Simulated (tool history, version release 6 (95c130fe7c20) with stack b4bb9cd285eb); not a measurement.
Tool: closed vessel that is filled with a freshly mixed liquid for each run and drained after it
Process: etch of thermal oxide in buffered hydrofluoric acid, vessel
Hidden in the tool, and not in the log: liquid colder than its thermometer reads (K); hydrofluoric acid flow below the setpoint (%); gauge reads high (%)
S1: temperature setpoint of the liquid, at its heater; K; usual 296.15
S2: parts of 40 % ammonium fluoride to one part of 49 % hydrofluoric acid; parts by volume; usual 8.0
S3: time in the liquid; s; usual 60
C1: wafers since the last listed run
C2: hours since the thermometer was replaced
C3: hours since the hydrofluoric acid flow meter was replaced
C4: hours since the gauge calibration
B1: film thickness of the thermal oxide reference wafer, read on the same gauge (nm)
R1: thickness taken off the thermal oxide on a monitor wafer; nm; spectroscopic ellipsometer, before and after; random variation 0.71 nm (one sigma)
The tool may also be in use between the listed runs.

| run | hour | S1 | S2 | S3 | C1 | C2 | C3 | C4 | B1 | R1 |
|---|---|---|---|---|---|---|---|---|---|---|
| 1 | 0.0 | 294.65 | 8.0 | 60 | 0 | 1497.6 | 1200.9 | 241.1 | 60.01 | 61.54 |
| 2 | 32.9 | 294.65 | 8.0 | 60 | 4546 | 1530.5 | 1233.8 | 274.0 | 60.02 | 61.62 |
| 3 | 76.2 | 296.15 | 8.0 | 60 | 5983 | 1573.8 | 1277.1 | 317.3 | 59.99 | 66.71 |
| 4 | 139.1 | 296.15 | 8.0 | 60 | 8691 | 1636.7 | 1340.0 | 380.2 | 60.01 | 67.29 |
| 5 | 193.3 | 300.15 | 6.0 | 60 | 7489 | 1690.9 | 1394.2 | 434.4 | 60.00 | 110.67 |
| 6 | 318.1 | 296.15 | 8.0 | 35 | 17244 | 1815.7 | 1519.0 | 559.2 | 60.01 | 38.58 |
| 7 | 385.9 | 296.15 | 8.0 | 35 | 9368 | 1883.5 | 1586.8 | 627.0 | 59.99 | 38.16 |
| 8 | 418.7 | 296.15 | 8.0 | 85 | 4532 | 1916.3 | 1619.6 | 659.8 | 60.00 | 93.20 |
| 9 | 447.9 | 296.15 | 10.0 | 60 | 4034 | 1945.5 | 1648.8 | 689.0 | 60.00 | 54.40 |
| 10 | 518.1 | 296.15 | 10.0 | 60 | 9700 | 2015.7 | 1719.0 | 759.2 | 59.98 | 53.93 |
|  | 534.0 | hydrofluoric acid flow meter replaced |
| 11 | 550.3 | 296.15 | 8.0 | 60 | 4311 | 2047.9 | 16.3 | 791.4 | 60.01 | 73.60 |
| 12 | 611.0 | 296.15 | 8.0 | 70 | 8387 | 2108.6 | 77.0 | 852.1 | 59.99 | 85.53 |
| 13 | 668.0 | 296.15 | 8.0 | 70 | 7876 | 2165.6 | 134.0 | 909.1 | 59.99 | 85.56 |
| 14 | 725.4 | 300.15 | 6.0 | 35 | 7931 | 2223.0 | 191.4 | 966.5 | 59.99 | 70.05 |
| 15 | 788.7 | 296.15 | 9.0 | 60 | 8746 | 2286.3 | 254.7 | 1029.8 | 60.00 | 63.28 |
|  | 816.8 | gauge calibrated |
| 16 | 834.1 | 296.15 | 8.0 | 60 | 6273 | 2331.7 | 300.1 | 17.3 | 60.00 | 72.11 |
| 17 | 904.4 | 300.65 | 6.5 | 45 | 9714 | 2402.0 | 370.4 | 87.6 | 59.99 | 86.33 |
| 18 | 1003.9 | 291.65 | 6.0 | 60 | 13748 | 2501.5 | 469.9 | 187.1 | 60.00 | 73.46 |
|  | 1069.9 | thermometer replaced |
| 19 | 1071.0 | 298.65 | 6.5 | 60 | 9133 | 1.1 | 537.0 | 254.2 | 60.01 | 102.70 |
| 20 | 1100.7 | 296.15 | 8.0 | 40 | 4103 | 30.8 | 566.7 | 283.9 | 59.99 | 47.10 |
| 21 | 1144.1 | 296.15 | 8.0 | 60 | 5996 | 74.2 | 610.1 | 327.3 | 60.01 | 71.26 |
| 22 | 1169.8 | 296.15 | 8.0 | 60 | 3551 | 99.9 | 635.8 | 353.0 | 59.99 | 69.92 |
| 23 | 1222.2 | 292.15 | 11.0 | 40 | 7240 | 152.3 | 688.2 | 405.4 | 59.99 | 28.69 |
| 24 | 1268.7 | 296.15 | 8.0 | 60 | 6425 | 198.8 | 734.7 | 451.9 | 59.99 | 69.94 |
| 25 | 1326.4 | 296.15 | 10.0 | 60 | 7972 | 256.5 | 792.4 | 509.6 | 60.01 | 57.96 |
| 26 | 1361.9 | 296.15 | 10.5 | 75 | 4905 | 292.0 | 827.9 | 545.1 | 59.99 | 68.20 |

Forecast each of these 3 alternatives for the next run:
| A | 1362.6 | 296.15 | 8.0 | 60 | 96 | 292.7 | 828.6 | 545.8 | ? | ? |
| B | 1362.6 | 300.65 | 10.0 | 90 | 96 | 292.7 | 828.6 | 545.8 | ? | ? |
| C | 1362.6 | 296.15 | 8.0 | 50 | 96 | 292.7 | 828.6 | 545.8 | ? | ? |

| run | B1 | R1 |
|---|---|---|
| A | 60.03 | 69.55 |
| B | 60.03 | 110.38 |
| C | 60.03 | 57.96 |
Without the tool's hidden state the same runs would have given:
| run | R1 |
|---|---|
| A | 74.53 |
| B | 117.45 |
| C | 62.11 |
